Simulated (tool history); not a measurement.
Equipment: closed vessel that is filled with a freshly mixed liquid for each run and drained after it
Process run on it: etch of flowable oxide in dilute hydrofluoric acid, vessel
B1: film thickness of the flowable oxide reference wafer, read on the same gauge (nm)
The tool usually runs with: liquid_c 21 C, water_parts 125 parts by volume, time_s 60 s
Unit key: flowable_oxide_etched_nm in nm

{"run": 1, "hour": 0.0, "liquid_c": 18, "water_parts": 125, "time_s": 60, "B1": 150, "flowable_oxide_etched_nm": 23.93}
{"run": 2, "hour": 13.8, "liquid_c": 18, "water_parts": 125, "time_s": 60, "B1": 150.01, "flowable_oxide_etched_nm": 24.02}
{"run": 3, "hour": 47.5, "liquid_c": 18, "water_parts": 125, "time_s": 60, "B1": 149.95, "flowable_oxide_etched_nm": 23.26}
{"run": 4, "hour": 80.3, "liquid_c": 24.5, "water_parts": 125, "time_s": 60, "B1": 150.02, "flowable_oxide_etched_nm": 30.34}
{"run": 5, "hour": 108.5, "liquid_c": 21, "water_parts": 125, "time_s": 40, "B1": 149.99, "flowable_oxide_etched_nm": 17.79}
{"run": 6, "hour": 135.1, "liquid_c": 21, "water_parts": 125, "time_s": 40, "B1": 150.04, "flowable_oxide_etched_nm": 17.4}
{"hour": 140.4, "done": "thermometer replaced"}
{"hour": 151.6, "done": "hydrofluoric acid flow meter replaced"}
{"run": 7, "hour": 154.5, "liquid_c": 21, "water_parts": 125, "time_s": 40, "B1": 150.04, "flowable_oxide_etched_nm": 16.18}
{"run": 8, "hour": 167.6, "liquid_c": 21, "water_parts": 125, "time_s": 60, "B1": 150.02, "flowable_oxide_etched_nm": 24.54}
{"run": 9, "hour": 185.8, "liquid_c": 21, "water_parts": 125, "time_s": 60, "B1": 149.98, "flowable_oxide_etched_nm": 24.1}
{"run": 10, "hour": 211.8, "liquid_c": 17, "water_parts": 125, "time_s": 80, "B1": 150.04, "flowable_oxide_etched_nm": 27.11}
{"run": 11, "hour": 233.2, "liquid_c": 24, "water_parts": 125, "time_s": 60, "B1": 150.04, "flowable_oxide_etched_nm": 26.79}
{"hour": 244.3, "done": "hydrofluoric acid flow meter replaced, repeated, since the last time left the tool worse"}
{"hour": 254.4, "done": "gauge calibrated"}
{"run": 12, "hour": 261.4, "liquid_c": 21, "water_parts": 110, "time_s": 60, "B1": 150.02, "flowable_oxide_etched_nm": 32.92}
{"run": 13, "hour": 296.2, "liquid_c": 18.5, "water_parts": 95, "time_s": 60, "B1": 149.99, "flowable_oxide_etched_nm": 34.48}
{"run": 14, "hour": 315.8, "liquid_c": 21, "water_parts": 125, "time_s": 60, "B1": 149.98, "flowable_oxide_etched_nm": 28.17}
{"run": 15, "hour": 331.4, "liquid_c": 21, "water_parts": 125, "time_s": 50, "B1": 150, "flowable_oxide_etched_nm": 23.52}
{"run": 16, "hour": 357.6, "liquid_c": 21, "water_parts": 125, "time_s": 60, "B1": 149.94, "flowable_oxide_etched_nm": 27.95}
{"run": 17, "hour": 387.7, "liquid_c": 17, "water_parts": 170, "time_s": 90, "B1": 150, "flowable_oxide_etched_nm": 24.99}
{"run": 18, "hour": 422.5, "liquid_c": 21, "water_parts": 125, "time_s": 60, "B1": 150.04, "flowable_oxide_etched_nm": 27.87}

Predict each of these 5 candidate next runs independently; none follows another, all start after run 18:
{"run": "A", "hour": 423.2, "liquid_c": 21, "water_parts": 125, "time_s": 60, "B1": "?", "flowable_oxide_etched_nm": "?"}
{"run": "B", "hour": 423.2, "liquid_c": 21, "water_parts": 125, "time_s": 90, "B1": "?", "flowable_oxide_etched_nm": "?"}
{"run": "C", "hour": 423.2, "liquid_c": 21, "water_parts": 75, "time_s": 30, "B1": "?", "flowable_oxide_etched_nm": "?"}
{"run": "D", "hour": 423.2, "liquid_c": 21, "water_parts": 100, "time_s": 60, "B1": "?", "flowable_oxide_etched_nm": "?"}
{"run": "E", "hour": 423.2, "liquid_c": 25, "water_parts": 170, "time_s": 35, "B1": "?", "flowable_oxide_etched_nm": "?"}

run=A B1=149.94 flowable_oxide_etched_nm=28.1
run=B B1=149.94 flowable_oxide_etched_nm=42.15
run=C B1=149.94 flowable_oxide_etched_nm=24.84
run=D B1=149.94 flowable_oxide_etched_nm=36.15
run=E B1=149.94 flowable_oxide_etched_nm=13.35
Had the tool no hidden state, the same runs would have come out as:
run=A flowable_oxide_etched_nm=29.17
run=B flowable_oxide_etched_nm=43.75
run=C flowable_oxide_etched_nm=25.74
run=D flowable_oxide_etched_nm=37.5
run=E flowable_oxide_etched_nm=13.89

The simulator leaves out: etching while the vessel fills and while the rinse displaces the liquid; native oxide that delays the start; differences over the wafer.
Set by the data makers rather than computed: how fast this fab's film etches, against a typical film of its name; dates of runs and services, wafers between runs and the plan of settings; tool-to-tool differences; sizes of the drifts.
